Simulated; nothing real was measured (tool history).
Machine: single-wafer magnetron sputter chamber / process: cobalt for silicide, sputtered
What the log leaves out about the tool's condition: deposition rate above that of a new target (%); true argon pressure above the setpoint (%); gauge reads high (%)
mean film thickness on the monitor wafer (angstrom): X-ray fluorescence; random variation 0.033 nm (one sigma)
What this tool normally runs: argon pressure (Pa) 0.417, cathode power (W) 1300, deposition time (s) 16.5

run	day	argon pressure (Pa)	cathode power (W)	deposition time (s)	wafers since the last listed run	wafers on the sputter target	hours since the last manometer calibration	hours since the magnet pack was replaced	hours since the gauge calibration	read-back reference wafer on the same gauge, thickness_nm	mean film thickness on the monitor wafer (angstrom)
1	0.000	0.417	1300	16.5	0	5	2243.5	4520.4	276.6	11.492	101.09
2	1.175	0.417	1300	16.5	814	820	2271.7	4548.6	304.8	11.489	101.43
3	2.488	0.417	1300	16.5	909	1729	2303.2	4580.1	336.3	11.491	101.00
4	3.138	0.417	1300	14.5	450	2180	2318.8	4595.7	351.9	11.479	88.26
5	4.462	0.417	1300	16.5	918	3098	2350.6	4627.5	383.7	11.490	100.52
6	5.758	0.417	1300	16.5	898	3996	2381.7	4658.6	414.8	11.507	99.34
# day 6.333: sputter target and shields replaced
7	7.142	0.417	1300	16.5	727	561	2414.9	4691.8	448.0	11.509	100.95
# day 7.608: magnet pack replaced
8	8.012	0.417	1500	16.5	372	933	2435.8	9.7	468.9	11.484	117.24
# day 8.425: capacitance manometer re-zeroed and calibrated
9	8.567	0.417	1300	16.5	153	1086	3.4	23.0	482.2	11.501	101.02
10	9.383	0.354	1400	18.0	566	1652	23.0	42.6	501.8	11.493	120.11
11	10.017	0.417	1600	18.1	438	2091	38.2	57.8	517.0	11.496	136.12
12	11.392	0.417	1300	14.5	952	3044	71.2	90.8	550.0	11.504	87.74
# day 11.912: gauge calibrated
13	11.996	0.573	1550	18.6	418	3463	85.7	105.3	2.0	11.501	128.63
# day 12.504: sputter target and shields replaced
14	13.146	0.489	1600	14.0	566	445	113.3	132.9	29.6	11.494	104.28
15	13.746	0.417	1300	16.5	415	861	127.7	147.3	44.0	11.498	101.52
16	15.204	0.502	1150	18.0	1010	1871	162.7	182.3	79.0	11.491	95.99
17	16.471	0.292	1300	16.5	877	2749	193.1	212.7	109.4	11.489	103.69
18	17.012	0.417	1000	16.5	375	3125	206.1	225.7	122.4	11.492	77.05
19	18.442	0.252	1300	18.9	990	4115	240.4	260.0	156.7	11.484	117.17

Alternative continuations, all from the tool just after run 19; predict every row:
A	18.458	0.294	1300	16.5	11	4127	240.8	260.4	157.1	?	?
B	18.458	0.568	1300	16.5	11	4127	240.8	260.4	157.1	?	?
C	18.458	0.417	1300	15.1	11	4127	240.8	260.4	157.1	?	?
D	18.458	0.417	1300	15.6	11	4127	240.8	260.4	157.1	?	?

run	read-back reference wafer on the same gauge, thickness_nm	mean film thickness on the monitor wafer (angstrom)
A	11.511	101.69
B	11.511	96.28
C	11.511	90.79
D	11.511	93.80
Take away the tool's hidden state, keep each run's random variation, and the runs would have read:
run	mean film thickness on the monitor wafer (angstrom)
A	103.77
B	98.25
C	92.65
D	95.72
